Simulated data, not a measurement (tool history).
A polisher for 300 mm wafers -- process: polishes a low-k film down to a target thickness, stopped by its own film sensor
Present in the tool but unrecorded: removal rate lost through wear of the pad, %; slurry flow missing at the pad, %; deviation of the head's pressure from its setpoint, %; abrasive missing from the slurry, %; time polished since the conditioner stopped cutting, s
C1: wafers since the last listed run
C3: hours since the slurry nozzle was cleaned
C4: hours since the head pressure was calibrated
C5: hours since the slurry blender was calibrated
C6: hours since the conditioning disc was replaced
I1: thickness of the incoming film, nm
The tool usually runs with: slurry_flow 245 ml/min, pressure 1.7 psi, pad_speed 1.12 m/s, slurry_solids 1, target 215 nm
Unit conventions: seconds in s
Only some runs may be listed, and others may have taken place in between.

run 1 hour=0 | slurry_flow=245 pressure=1.7 pad_speed=1.12 slurry_solids=1 target=215 | C1=0 wafers_polished_on_this_pad=567 C3=275.5 C4=727 C5=173.1 C6=160.1 | I1=248.6 | seconds=81.2
-- hour=9.2 slurry blender recalibrated
-- hour=25.6 worn pad replaced by a new one
run 2 hour=36.9 | slurry_flow=245 pressure=1.7 pad_speed=1.12 slurry_solids=1 target=215 | C1=200 wafers_polished_on_this_pad=73 C3=312.4 C4=763.9 C5=27.7 C6=197 | I1=248.2 | seconds=77.4
-- hour=63.2 conditioning disc replaced and pad reconditioned
run 3 hour=75.1 | slurry_flow=245 pressure=1.7 pad_speed=1.12 slurry_solids=1 target=215 | C1=235 wafers_polished_on_this_pad=308 C3=350.6 C4=802.1 C5=65.9 C6=11.9 | I1=250 | seconds=84.5
run 4 hour=120.4 | slurry_flow=245 pressure=1.7 pad_speed=1.12 slurry_solids=1 target=215 | C1=294 wafers_polished_on_this_pad=603 C3=395.9 C4=847.4 C5=111.2 C6=57.2 | I1=247.2 | seconds=75
-- hour=132.6 worn pad replaced by a new one
run 5 hour=159.9 | slurry_flow=245 pressure=1.7 pad_speed=1.12 slurry_solids=1 target=215 | C1=230 wafers_polished_on_this_pad=177 C3=435.4 C4=886.9 C5=150.7 C6=96.7 | I1=250.1 | seconds=81.1
run 6 hour=198 | slurry_flow=245 pressure=1.7 pad_speed=1.12 slurry_solids=1 target=215 | C1=247 wafers_polished_on_this_pad=425 C3=473.5 C4=925 C5=188.8 C6=134.8 | I1=246.3 | seconds=73.2
-- hour=200.9 head pressure recalibrated
-- hour=233.3 slurry blender recalibrated
-- hour=243.4 conditioning disc replaced and pad reconditioned
-- hour=254 worn pad replaced by a new one
run 7 hour=267.1 | slurry_flow=245 pressure=1.7 pad_speed=1.12 slurry_solids=1 target=215 | C1=383 wafers_polished_on_this_pad=84 C3=542.6 C4=66.2 C5=33.8 C6=23.7 | I1=248.4 | seconds=83.1
run 8 hour=292.1 | slurry_flow=165 pressure=1.7 pad_speed=1.12 slurry_solids=0.85 target=215 | C1=162 wafers_polished_on_this_pad=247 C3=567.6 C4=91.2 C5=58.8 C6=48.7 | I1=250.3 | seconds=101.6
run 9 hour=350.2 | slurry_flow=320 pressure=1.7 pad_speed=1.12 slurry_solids=0.75 target=220 | C1=377 wafers_polished_on_this_pad=624 C3=625.7 C4=149.3 C5=116.9 C6=106.8 | I1=254.1 | seconds=94.4
-- hour=363 slurry nozzle cleaned
-- hour=380.1 worn pad replaced by a new one
run 10 hour=381.1 | slurry_flow=245 pressure=1.7 pad_speed=1.32 slurry_solids=1.2 target=224 | C1=168 wafers_polished_on_this_pad=6 C3=18.1 C4=180.2 C5=147.8 C6=137.7 | I1=249.9 | seconds=53.6
-- hour=406.6 slurry blender recalibrated
run 11 hour=407.1 | slurry_flow=200 pressure=1.9 pad_speed=1.12 slurry_solids=1 target=218 | C1=155 wafers_polished_on_this_pad=162 C3=44.1 C4=206.2 C5=0.5 C6=163.7 | I1=249.1 | seconds=72.3
-- hour=446.2 conditioning disc replaced and pad reconditioned
run 12 hour=461.5 | slurry_flow=245 pressure=1.7 pad_speed=1.12 slurry_solids=1 target=215 | C1=340 wafers_polished_on_this_pad=502 C3=98.5 C4=260.6 C5=54.9 C6=15.3 | I1=248.1 | seconds=82.5
-- hour=494.8 worn pad replaced by a new one
run 13 hour=526.7 | slurry_flow=245 pressure=1.7 pad_speed=1.32 slurry_solids=1.2 target=224 | C1=397 wafers_polished_on_this_pad=207 C3=163.7 C4=325.8 C5=120.1 C6=80.5 | I1=252.9 | seconds=57.8
-- hour=597.2 worn pad replaced by a new one
run 14 hour=597.7 | slurry_flow=245 pressure=1.7 pad_speed=0.98 slurry_solids=1 target=225 | C1=435 wafers_polished_on_this_pad=3 C3=234.7 C4=396.8 C5=191.1 C6=151.5 | I1=245.2 | seconds=54.6

Each row is a separate what-if for the run after 14, all from the same tool condition, not one after another. Results?
run A hour=598.1 | slurry_flow=245 pressure=1.7 pad_speed=0.82 slurry_solids=1 target=215 | C1=2 wafers_polished_on_this_pad=5 C3=235.1 C4=397.2 C5=191.5 C6=151.9 | I1=252.1 | seconds=?
run B hour=598.1 | slurry_flow=245 pressure=1.7 pad_speed=1.38 slurry_solids=1 target=224 | C1=2 wafers_polished_on_this_pad=5 C3=235.1 C4=397.2 C5=191.5 C6=151.9 | I1=252.1 | seconds=?
run C hour=598.1 | slurry_flow=310 pressure=1.7 pad_speed=1.12 slurry_solids=1 target=210 | C1=2 wafers_polished_on_this_pad=5 C3=235.1 C4=397.2 C5=191.5 C6=151.9 | I1=252.1 | seconds=?
run D hour=598.1 | slurry_flow=245 pressure=2 pad_speed=1.12 slurry_solids=0.75 target=215 | C1=2 wafers_polished_on_this_pad=5 C3=235.1 C4=397.2 C5=191.5 C6=151.9 | I1=252.1 | seconds=?

run=A seconds=115
run=B seconds=57.4
run=C seconds=99.2
run=D seconds=92.3
Take away the tool's hidden state, keep each run's random variation, and the runs would have read:
run=A seconds=118.7
run=B seconds=59.3
run=C seconds=102.4
run=D seconds=95.2
